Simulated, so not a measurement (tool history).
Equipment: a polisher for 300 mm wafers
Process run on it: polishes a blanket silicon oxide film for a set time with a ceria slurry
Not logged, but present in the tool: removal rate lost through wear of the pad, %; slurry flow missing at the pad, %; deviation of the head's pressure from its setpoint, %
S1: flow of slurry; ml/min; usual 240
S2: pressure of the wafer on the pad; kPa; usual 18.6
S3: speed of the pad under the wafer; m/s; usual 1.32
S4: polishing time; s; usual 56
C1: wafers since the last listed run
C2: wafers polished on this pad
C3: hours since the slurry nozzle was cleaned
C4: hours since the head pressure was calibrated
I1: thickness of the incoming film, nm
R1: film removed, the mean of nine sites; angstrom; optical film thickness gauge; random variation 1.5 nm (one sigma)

run   hour   S1    S2    S3  S4   C1    C2     C3     C4     I1    R1
  1      0  240  18.6  1.32  62    0   384  261.2  524.5  784.7  2513
  2   11.5  240  18.6  1.32  62  136   520  272.7    536  782.8  2523
  3   24.4  240  18.6  1.32  62  153   674  285.6  548.9  782.3  2507
  4     38  240  18.6  1.32  56  161   835  299.2  562.5  793.4  2238
  5   46.4  240  18.6  1.32  56   99   935  307.6  570.9  803.1  2249
  6   56.2  240  23.4  1.32  64  116  1052  317.4  580.7  780.9  3020
  7   62.9  240  23.4  1.32  64   79  1131  324.1  587.4  779.9  3087
  8   78.2  240  23.4  1.32  64  181  1313  339.4  602.7    792  3062
  9  119.3  240  18.6  1.32  56  488  1801  380.5  643.8  795.5  2153
     132.1  -- worn pad replaced by a new one
 10  170.4  240  18.6  1.32  56  559   455  431.6  694.9  798.8  2019
 11  176.6  240  18.6  1.32  56   73   528  437.8  701.1  788.8  2017
 12  188.1  240  16.5  1.32  56  136   665  449.3  712.6  780.6  1850
 13  199.5  240  16.5  1.32  56  135   800  460.7    724  797.9  1811
 14  210.7  215  15.9  1.32  56  133   933  471.9  735.2  801.2  1741
 15  216.9  240  18.6  1.32  56   73  1007  478.1  741.4  778.1  1993
     220.5  -- slurry nozzle cleaned
 16  230.5  270  18.6  1.32  63  149  1157     10    755  772.4  2238
 17    248  280  21.4  1.32  46  207  1365   27.5  772.5  791.9  1835
     262.5  -- worn pad replaced by a new one, repeated, since the last time left the tool worse
 18    263  240  18.6  1.32  40  130     6   42.5  787.5  795.9  1640
 19  279.4  240  18.6  1.32  56  194   201   58.9  803.9  792.2  2314
 20  289.4  240  18.6  1.32  56  118   319   68.9  813.9  784.8  2303
 21    305  270  24.8     1  48  185   505   84.5  829.5  794.3  1894
 22  341.3  240  18.6  1.32  56  431   936  120.8  865.8  786.6  2243
 23  354.5  240  18.6   1.1  56  156  1093    134    879  789.4  1856
 24  366.9  185  18.6  1.32  56  147  1240  146.4  891.4  782.2  2139
 25  381.1  240  18.6  1.66  56  168  1409  160.6  905.6  780.8  2745
     391.8  -- head pressure recalibrated
     394.5  -- worn pad replaced by a new one
 26    395  240  18.6  1.32  56  109     5  174.5    3.2  788.1  2298
 27  406.6  195  13.8  1.08  56  137   143  186.1   14.8  802.2  1443
 28  413.6  315  18.6  1.32  61   83   226  193.1   21.8  784.5  2531
 29  429.1  185  18.6  1.32  56  184   410  208.6   37.3  804.4  2183
 30  459.9  265  14.5  1.58  56  365   776  239.4   68.1  793.2  2263
 31    496  165  16.5  1.62  56  428  1205  275.5  104.2  785.9  2346
 32  508.5  240  22.8  1.58  74  148  1354    288  116.7  779.1  4107
     522.2  -- worn pad replaced by a new one
 33  526.3  170  13.8   1.7  56  163    48  305.8  134.5  781.7  2249
 34  537.4  240  18.6  1.32  56  131   180  316.9  145.6  780.8  2290
 35  544.8  315  18.6  1.56  56   87   268  324.3    153  785.5  2789
 36  561.9  240  18.6  1.32  66  203   471  341.4  170.1  785.1  2675
 37  578.7  240  18.6  1.32  56  199   670  358.2  186.9  788.2  2269
 38    587  170  16.5  1.18  67   98   769  366.5  195.2  800.1  2090

Some steps in R1 between neighbouring runs. How much of each would the tool show without its hidden state too (settings, what came in, random variation), and how much is left for the hidden state, with any gauge scatter that isn't in both results?
Run 9 -> 10: worn pad replaced by a new one. R1 -134 angstrom: hidden state -131, all else -3.
Run 17 -> 18: S1 280 -> 240, S2 21.4 -> 18.6, S4 46 -> 40, worn pad replaced by a new one, repeated, since the last time left the tool worse. R1 -195 angstrom: hidden state +315, all else -510.
Run 27 -> 28: S1 195 -> 315, S2 13.8 -> 18.6, S3 1.08 -> 1.32, S4 56 -> 61. R1 +1088 angstrom: hidden state -16, all else +1104.
Run 31 -> 32: S1 165 -> 240, S2 16.5 -> 22.8, S3 1.62 -> 1.58, S4 56 -> 74. R1 +1761 angstrom: hidden state -99, all else +1860.
Run 32 -> 33: S1 240 -> 170, S2 22.8 -> 13.8, S3 1.58 -> 1.7, S4 74 -> 56, worn pad replaced by a new one. R1 -1858 angstrom: hidden state +188, all else -2046.

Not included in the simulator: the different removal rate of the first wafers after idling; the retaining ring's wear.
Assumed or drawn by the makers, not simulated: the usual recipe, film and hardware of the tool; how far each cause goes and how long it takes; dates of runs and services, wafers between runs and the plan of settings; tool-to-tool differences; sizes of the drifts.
